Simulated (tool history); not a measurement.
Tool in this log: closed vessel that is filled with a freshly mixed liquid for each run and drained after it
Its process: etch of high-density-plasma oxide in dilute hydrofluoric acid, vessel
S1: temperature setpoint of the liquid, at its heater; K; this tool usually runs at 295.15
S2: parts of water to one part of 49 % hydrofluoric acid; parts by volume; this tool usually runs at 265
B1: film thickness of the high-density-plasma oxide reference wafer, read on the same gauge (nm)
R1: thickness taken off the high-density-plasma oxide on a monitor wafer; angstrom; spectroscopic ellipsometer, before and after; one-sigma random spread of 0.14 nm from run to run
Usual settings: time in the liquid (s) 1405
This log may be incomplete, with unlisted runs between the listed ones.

Run 1, hour 0.0: usual settings but S2 165 parts by volume, time in the liquid (s) 1915; B1 79.99. Result: R1 622.3 angstrom.
Run 2, hour 44.1: usual settings; B1 80.05. Result: R1 261.6 angstrom.
Run 3, hour 107.2: usual settings; B1 80.01. Result: R1 261.9 angstrom.
Run 4, hour 169.5: usual settings; B1 80.02. Result: R1 265.7 angstrom.
Run 5, hour 220.5: usual settings; B1 79.99. Result: R1 266.8 angstrom.
Run 6, hour 249.4: usual settings but S2 295 parts by volume, time in the liquid (s) 1955; B1 79.99. Result: R1 320.9 angstrom.
Run 7, hour 285.2: usual settings but S2 295 parts by volume, time in the liquid (s) 1955; B1 80.02. Result: R1 325.8 angstrom.
Run 8, hour 344.1: usual settings but S1 293.65 K; B1 79.99. Result: R1 254.9 angstrom.
Run 9, hour 396.3: usual settings but S1 293.65 K; B1 80.01. Result: R1 256.1 angstrom.
At hour 452.2: gauge calibrated.
Run 10, hour 463.5: usual settings but S1 299.15 K, S2 325 parts by volume, time in the liquid (s) 2000; B1 80.01. Result: R1 341.2 angstrom.
At hour 479.5: thermometer replaced.
Run 11, hour 504.7: usual settings but S1 293.15 K, S2 180 parts by volume; B1 79.93. Result: R1 379.3 angstrom.
At hour 520.2: hydrofluoric acid flow meter replaced.
Run 12, hour 563.5: usual settings but S2 390 parts by volume, time in the liquid (s) 875; B1 80.02. Result: R1 88.5 angstrom.
Run 13, hour 621.5: usual settings; B1 80.03. Result: R1 237.5 angstrom.
Run 14, hour 674.3: usual settings but S2 165 parts by volume, time in the liquid (s) 810; B1 79.99. Result: R1 243.2 angstrom.
Run 15, hour 734.1: usual settings but S1 290.65 K; B1 80.02. Result: R1 203.6 angstrom.
Run 16, hour 793.5: usual settings but S1 290.15 K; B1 80.00. Result: R1 200.5 angstrom.
Run 17, hour 841.4: usual settings but S1 300.15 K; B1 80.06. Result: R1 290.7 angstrom.
Run 18, hour 891.6: usual settings but S1 298.15 K, time in the liquid (s) 820; B1 80.00. Result: R1 158.2 angstrom.
Run 19, hour 927.9: usual settings; B1 80.05. Result: R1 244.8 angstrom.

Forecast each of these 4 alternatives for the next run:
Run A, hour 928.9: usual settings but S2 230 parts by volume; B1 ?. Result: R1 ?.
Run B, hour 928.9: usual settings but S1 299.65 K, S2 175 parts by volume, time in the liquid (s) 2235; B1 ?. Result: R1 ?.
Run C, hour 928.9: usual settings but S1 291.65 K, time in the liquid (s) 810; B1 ?. Result: R1 ?.
Run D, hour 928.9: usual settings but S1 298.65 K; B1 ?. Result: R1 ?.

run     B1     R1
  A  80.02  289.9
  B  80.02  758.5
  C  80.02  123.2
  D  80.02  275.3
What these runs would have given with no unlogged condition in the tool:
run     R1
  A  273.9
  B  717.2
  C  116.3
  D  260.2

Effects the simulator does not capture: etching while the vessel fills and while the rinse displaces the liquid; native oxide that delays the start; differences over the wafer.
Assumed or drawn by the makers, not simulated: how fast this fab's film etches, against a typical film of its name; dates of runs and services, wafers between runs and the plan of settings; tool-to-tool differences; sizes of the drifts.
